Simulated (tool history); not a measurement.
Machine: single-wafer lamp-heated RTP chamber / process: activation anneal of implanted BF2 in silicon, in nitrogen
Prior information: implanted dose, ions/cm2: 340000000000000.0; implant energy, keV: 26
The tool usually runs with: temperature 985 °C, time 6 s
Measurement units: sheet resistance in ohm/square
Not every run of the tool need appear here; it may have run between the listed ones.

run    hour  temperature  time  read-back reference wafer on the same gauge, sheet resistance  sheet resistance
  1     0.0          985     5                                                         327.93            355.33
        2.2  -- reflector plate cleaned
  2    43.7          985     5                                                         327.92            358.04
       60.8  -- pyrometer window cleaned and pyrometer calibrated
  3   241.0          985     5                                                         328.09            356.87
      288.8  -- reflector plate cleaned
  4   289.3          985     7                                                         327.88            359.71
  5   356.9          985     7                                                         327.96            357.05
      432.3  -- gauge calibrated
      444.3  -- pyrometer window cleaned and pyrometer calibrated
  6   453.4         1003     6                                                         327.81            356.01
  7   540.6          976     8                                                         327.82            360.30
      586.8  -- reflector plate cleaned
  8   615.6          976     8                                                         327.87            361.26
  9   713.9          976     8                                                         328.08            359.34
      822.3  -- pyrometer window cleaned and pyrometer calibrated
      927.1  -- reflector plate cleaned
 10   936.7          985     6                                                         328.18            359.49
 11  1021.5          958     5                                                         328.04            377.84
 12  1084.9          999     4                                                         327.96            355.95
     1152.0  -- pyrometer window cleaned and pyrometer calibrated
 13  1173.6          985     6                                                         327.98            359.54
     1249.1  -- gauge calibrated
 14  1266.6          994     8                                                         328.13            355.51
     1282.6  -- reflector plate cleaned
 15  1346.5          966     5                                                         327.98            367.72
 16  1416.0         1007     6                                                         327.96            354.46
     1460.0  -- pyrometer window cleaned and pyrometer calibrated
 17  1506.5         1012     4                                                         328.02            356.67
 18  1573.4         1003     6                                                         328.22            355.02
     1584.8  -- reflector plate cleaned
 19  1610.1          999     9                                                         328.13            354.41
 20  1669.4          985     6                                                         327.81            357.79

Each row is a separate what-if for the run after 20, all from the same tool condition, not one after another. Results?
  A  1669.8          969     6                                                              ?                 ?
  B  1669.8         1002     8                                                              ?                 ?
  C  1669.8          985     9                                                              ?                 ?
  D  1669.8          964     5                                                              ?                 ?
  E  1669.8          994     9                                                              ?                 ?

run  read-back reference wafer on the same gauge, sheet resistance  sheet resistance
  A                                                         327.91            365.80
  B                                                         327.91            353.78
  C                                                         327.91            356.26
  D                                                         327.91            370.97
  E                                                         327.91            354.34
With no hidden state in the tool, these same runs would have given:
run  sheet resistance
  A            375.58
  B            355.01
  C            360.15
  D            383.48
  E            356.54

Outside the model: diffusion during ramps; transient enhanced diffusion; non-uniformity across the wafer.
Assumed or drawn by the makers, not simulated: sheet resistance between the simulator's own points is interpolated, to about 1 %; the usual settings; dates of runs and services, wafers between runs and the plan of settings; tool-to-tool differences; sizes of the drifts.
